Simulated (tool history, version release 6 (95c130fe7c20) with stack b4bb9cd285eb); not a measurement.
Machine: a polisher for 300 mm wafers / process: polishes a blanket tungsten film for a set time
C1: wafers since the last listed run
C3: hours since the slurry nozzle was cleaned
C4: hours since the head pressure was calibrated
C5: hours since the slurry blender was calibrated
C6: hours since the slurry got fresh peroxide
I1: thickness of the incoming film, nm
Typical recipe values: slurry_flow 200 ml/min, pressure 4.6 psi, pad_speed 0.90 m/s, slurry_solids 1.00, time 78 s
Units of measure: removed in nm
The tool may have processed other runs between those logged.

run 1 day=0.000 | slurry_flow=200 pressure=4.6 pad_speed=0.90 slurry_solids=1.00 time=78 | C1=0 wafers_polished_on_this_pad=1407 C3=77.0 C4=15.7 C5=65.6 C6=445.0 | I1=1155.7 | removed=308.8
run 2 day=1.633 | slurry_flow=200 pressure=4.6 pad_speed=0.90 slurry_solids=1.00 time=78 | C1=268 wafers_polished_on_this_pad=1676 C3=116.2 C4=54.9 C5=104.8 C6=484.2 | I1=1170.7 | removed=323.3
run 3 day=4.225 | slurry_flow=145 pressure=4.6 pad_speed=0.90 slurry_solids=1.00 time=78 | C1=426 wafers_polished_on_this_pad=2102 C3=178.4 C4=117.1 C5=167.0 C6=546.4 | I1=1163.3 | removed=296.7
-- day=7.733 slurry tank refilled with fresh slurry and peroxide
run 4 day=8.004 | slurry_flow=200 pressure=4.6 pad_speed=0.90 slurry_solids=1.00 time=78 | C1=614 wafers_polished_on_this_pad=2717 C3=269.1 C4=207.8 C5=257.7 C6=6.5 | I1=1152.7 | removed=337.6
run 5 day=10.629 | slurry_flow=200 pressure=3.7 pad_speed=0.68 slurry_solids=1.00 time=78 | C1=431 wafers_polished_on_this_pad=3149 C3=332.1 C4=270.8 C5=320.7 C6=69.5 | I1=1160.1 | removed=202.5
run 6 day=13.229 | slurry_flow=200 pressure=4.6 pad_speed=0.74 slurry_solids=1.00 time=71 | C1=427 wafers_polished_on_this_pad=3576 C3=394.5 C4=333.2 C5=383.1 C6=131.9 | I1=1168.7 | removed=246.0
-- day=15.254 worn pad replaced by a new one, of another model than before
run 7 day=17.133 | slurry_flow=250 pressure=4.6 pad_speed=0.90 slurry_solids=0.85 time=78 | C1=614 wafers_polished_on_this_pad=309 C3=488.2 C4=426.9 C5=476.8 C6=225.6 | I1=1159.4 | removed=318.9
run 8 day=20.921 | slurry_flow=140 pressure=4.6 pad_speed=0.90 slurry_solids=1.00 time=78 | C1=622 wafers_polished_on_this_pad=931 C3=579.1 C4=517.8 C5=567.7 C6=316.5 | I1=1154.1 | removed=313.4
-- day=22.012 slurry nozzle cleaned
-- day=22.379 slurry blender recalibrated
run 9 day=22.779 | slurry_flow=200 pressure=4.6 pad_speed=0.90 slurry_solids=1.00 time=78 | C1=285 wafers_polished_on_this_pad=1216 C3=18.4 C4=562.4 C5=9.6 C6=361.1 | I1=1158.4 | removed=309.9
-- day=25.317 head pressure recalibrated
run 10 day=25.917 | slurry_flow=165 pressure=4.6 pad_speed=0.90 slurry_solids=1.00 time=78 | C1=502 wafers_polished_on_this_pad=1719 C3=93.7 C4=14.4 C5=84.9 C6=436.4 | I1=1168.6 | removed=314.9
run 11 day=29.933 | slurry_flow=200 pressure=4.1 pad_speed=0.90 slurry_solids=1.00 time=78 | C1=660 wafers_polished_on_this_pad=2379 C3=190.1 C4=110.8 C5=181.3 C6=532.8 | I1=1178.7 | removed=299.7
run 12 day=33.425 | slurry_flow=200 pressure=5.4 pad_speed=0.90 slurry_solids=1.15 time=78 | C1=574 wafers_polished_on_this_pad=2953 C3=273.9 C4=194.6 C5=265.1 C6=616.6 | I1=1172.6 | removed=371.2
run 13 day=34.938 | slurry_flow=200 pressure=4.6 pad_speed=0.90 slurry_solids=1.00 time=59 | C1=248 wafers_polished_on_this_pad=3202 C3=310.2 C4=230.9 C5=301.4 C6=652.9 | I1=1143.0 | removed=235.8
-- day=37.075 slurry tank refilled with fresh slurry and peroxide
run 14 day=38.092 | slurry_flow=200 pressure=4.6 pad_speed=0.90 slurry_solids=1.00 time=78 | C1=511 wafers_polished_on_this_pad=3714 C3=385.9 C4=306.6 C5=377.1 C6=24.4 | I1=1135.7 | removed=339.8
run 15 day=41.108 | slurry_flow=260 pressure=4.6 pad_speed=0.90 slurry_solids=0.80 time=78 | C1=496 wafers_polished_on_this_pad=4210 C3=458.3 C4=379.0 C5=449.5 C6=96.8 | I1=1161.3 | removed=329.8
run 16 day=43.283 | slurry_flow=165 pressure=4.6 pad_speed=0.90 slurry_solids=1.00 time=78 | C1=357 wafers_polished_on_this_pad=4568 C3=510.5 C4=431.2 C5=501.7 C6=149.0 | I1=1174.9 | removed=318.9
-- day=45.292 worn pad replaced by a new one
-- day=45.296 slurry blender recalibrated
run 17 day=46.004 | slurry_flow=175 pressure=4.6 pad_speed=0.90 slurry_solids=1.00 time=78 | C1=419 wafers_polished_on_this_pad=116 C3=575.8 C4=496.5 C5=17.0 C6=214.3 | I1=1142.8 | removed=319.2
-- day=46.521 slurry nozzle cleaned
run 18 day=47.638 | slurry_flow=200 pressure=4.6 pad_speed=0.80 slurry_solids=1.15 time=78 | C1=261 wafers_polished_on_this_pad=378 C3=26.8 C4=535.7 C5=56.2 C6=253.5 | I1=1174.0 | removed=306.5
run 19 day=51.496 | slurry_flow=200 pressure=4.6 pad_speed=0.74 slurry_solids=1.00 time=71 | C1=634 wafers_polished_on_this_pad=1012 C3=119.4 C4=628.3 C5=148.8 C6=346.1 | I1=1166.4 | removed=255.9
-- day=53.579 head pressure recalibrated
run 20 day=54.517 | slurry_flow=150 pressure=4.6 pad_speed=0.90 slurry_solids=1.30 time=78 | C1=483 wafers_polished_on_this_pad=1495 C3=191.9 C4=22.5 C5=221.3 C6=418.6 | I1=1165.9 | removed=328.1
run 21 day=56.425 | slurry_flow=175 pressure=4.6 pad_speed=0.90 slurry_solids=1.00 time=103 | C1=313 wafers_polished_on_this_pad=1809 C3=237.7 C4=68.3 C5=267.1 C6=464.4 | I1=1183.3 | removed=425.5
run 22 day=58.996 | slurry_flow=200 pressure=5.9 pad_speed=0.90 slurry_solids=0.70 time=78 | C1=422 wafers_polished_on_this_pad=2232 C3=299.4 C4=130.0 C5=328.8 C6=526.1 | I1=1180.2 | removed=356.0
run 23 day=63.154 | slurry_flow=200 pressure=4.6 pad_speed=1.20 slurry_solids=1.20 time=78 | C1=683 wafers_polished_on_this_pad=2916 C3=399.2 C4=229.8 C5=428.6 C6=625.9 | I1=1160.6 | removed=397.2
-- day=64.746 slurry tank refilled with fresh slurry and peroxide
run 24 day=65.117 | slurry_flow=200 pressure=4.6 pad_speed=0.90 slurry_solids=1.00 time=78 | C1=315 wafers_polished_on_this_pad=3232 C3=446.3 C4=276.9 C5=475.7 C6=8.9 | I1=1160.3 | removed=345.1
run 25 day=68.546 | slurry_flow=200 pressure=4.6 pad_speed=0.66 slurry_solids=1.00 time=87 | C1=563 wafers_polished_on_this_pad=3796 C3=528.6 C4=359.2 C5=558.0 C6=91.2 | I1=1161.5 | removed=302.5

Pick out some run-to-run changes in removed. Of each, how much would a tool without hidden state show as well, from the settings, what came in and chance, and how much is left for the hidden state and any gauge scatter not in both results compared?
What the log doesn't record here: removal rate lost through wear of the pad, %; slurry flow missing at the pad, %; deviation of the head's pressure from its setpoint, %; abrasive missing from the slurry, %; peroxide lost from the slurry, %.
Run 3 -> 4: slurry_flow 145 -> 200, slurry tank refilled with fresh slurry and peroxide. removed +40.9 nm: hidden state +19.9, all else +21.0.
Run 4 -> 5: pressure 4.6 -> 3.7, pad_speed 0.90 -> 0.68. removed -135.1 nm: hidden state -2.7, all else -132.4.
Run 12 -> 13: pressure 5.4 -> 4.6, slurry_solids 1.15 -> 1.00, time 78 -> 59. removed -135.4 nm: hidden state +11.3, all else -146.7.
Run 23 -> 24: pad_speed 1.20 -> 0.90, slurry_solids 1.20 -> 1.00, slurry tank refilled with fresh slurry and peroxide. removed -52.1 nm: hidden state +29.2, all else -81.3.
